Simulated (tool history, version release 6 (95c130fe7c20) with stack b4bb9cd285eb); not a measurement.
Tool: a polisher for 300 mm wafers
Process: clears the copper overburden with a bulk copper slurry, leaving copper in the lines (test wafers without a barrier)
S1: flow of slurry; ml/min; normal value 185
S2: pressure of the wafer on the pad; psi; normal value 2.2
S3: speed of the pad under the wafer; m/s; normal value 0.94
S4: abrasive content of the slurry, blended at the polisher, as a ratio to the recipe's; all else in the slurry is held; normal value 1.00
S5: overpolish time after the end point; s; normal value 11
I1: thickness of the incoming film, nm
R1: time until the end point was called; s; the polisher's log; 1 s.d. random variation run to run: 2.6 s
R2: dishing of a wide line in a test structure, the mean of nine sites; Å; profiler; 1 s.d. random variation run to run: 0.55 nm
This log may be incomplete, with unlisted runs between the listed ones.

run   hour   S1   S2    S3    S4  S5      I1     R1   R2
  1    0.0  185  2.7  0.94  1.00  11  1019.8  132.2  406
      17.1  -- slurry nozzle cleaned
  2   26.9  185  2.7  0.94  1.00  11  1031.9  127.2  439
      61.1  -- worn pad replaced by a new one
  3   61.6  185  2.2  0.94  1.00   6  1004.8  143.9  244
      78.0  -- head pressure recalibrated
  4   90.2  185  2.2  0.94  1.00   6  1017.3  139.1  246
     109.4  -- slurry blender recalibrated
  5  109.9  235  2.2  0.94  1.00  11  1008.6  137.6  381
  6  122.4  235  2.2  0.94  1.00  11  1020.4  144.1  389
  7  141.1  235  2.2  0.94  1.00  11  1037.2  143.5  380
  8  163.4  185  2.2  0.94  1.00  11  1034.3  147.3  375
  9  189.7  235  2.2  0.94  1.00  11  1023.3  138.5  391
 10  203.8  185  2.2  0.70  0.85  11  1016.3  205.3  302
 11  224.8  185  2.2  0.84  1.00  11  1030.1  167.2  352
 12  255.4  185  2.0  0.82  0.85   8  1024.1  193.4  250
 13  279.8  185  2.8  0.94  1.00   7  1031.6  121.2  320
     289.4  -- worn pad replaced by a new one
 14  314.9  235  2.2  0.94  1.00  11  1005.2  143.7  385
 15  335.7  185  2.2  1.12  1.00  11  1011.4  121.4  414
 16  353.1  185  2.2  0.94  1.00  11  1017.5  142.1  386
     377.8  -- slurry blender recalibrated
 17  405.5  185  2.8  0.68  0.85   6  1027.0  174.1  215
 18  420.1  185  2.2  0.80  1.00  11  1023.3  179.5  329
 19  451.5  185  2.2  1.22  1.00  16  1039.1  117.1  518
 20  471.7  225  2.8  0.94  1.00   8  1028.0  123.3  355
 21  491.9  135  2.2  0.94  0.80  16  1027.3  175.7  422
     513.7  -- slurry nozzle cleaned
 22  530.6  185  2.2  0.94  1.00  11  1020.4  141.9  380
     538.0  -- worn pad replaced by a new one
 23  554.1  150  1.9  0.94  1.00  11  1015.4  170.0  347
 24  626.9  185  2.2  0.94  1.00  11  1024.6  146.1  388
 25  661.7  220  2.2  0.94  1.00  11  1023.4  144.5  380
     690.6  -- slurry blender recalibrated
 26  695.1  185  2.2  0.94  1.00  11  1033.5  146.7  366
 27  714.0  130  1.7  0.94  1.00  11  1007.2  191.4  309
 28  728.2  185  2.2  0.94  1.00  11  1028.1  148.0  384
 29  741.9  185  2.2  0.94  0.85  11  1026.7  155.9  361

Below, some changes in R1 between adjacent runs. For each, the amount present without the hidden state too (settings, incoming material, random variation) and the amount remaining for the hidden state with gauge scatter not shared by both compared results:
The tool's hidden condition here consists of: removal rate lost through wear of the pad, %; slurry flow missing at the pad, %; deviation of the head's pressure from its setpoint, %; abrasive missing from the slurry, %.
Run 1 -> 2: slurry nozzle cleaned. R1 -5.0 s: hidden state -10.2, all else +5.2.
Run 9 -> 10: S1 235 -> 185, S3 0.94 -> 0.70, S4 1.00 -> 0.85. R1 +66.8 s: hidden state +1.5, all else +65.3.
Run 12 -> 13: S2 2.0 -> 2.8, S3 0.82 -> 0.94, S4 0.85 -> 1.00, S5 8 -> 7. R1 -72.2 s: hidden state -1.1, all else -71.1.
Run 21 -> 22: S1 135 -> 185, S4 0.80 -> 1.00, S5 16 -> 11, slurry nozzle cleaned. R1 -33.8 s: hidden state -14.2, all else -19.6.

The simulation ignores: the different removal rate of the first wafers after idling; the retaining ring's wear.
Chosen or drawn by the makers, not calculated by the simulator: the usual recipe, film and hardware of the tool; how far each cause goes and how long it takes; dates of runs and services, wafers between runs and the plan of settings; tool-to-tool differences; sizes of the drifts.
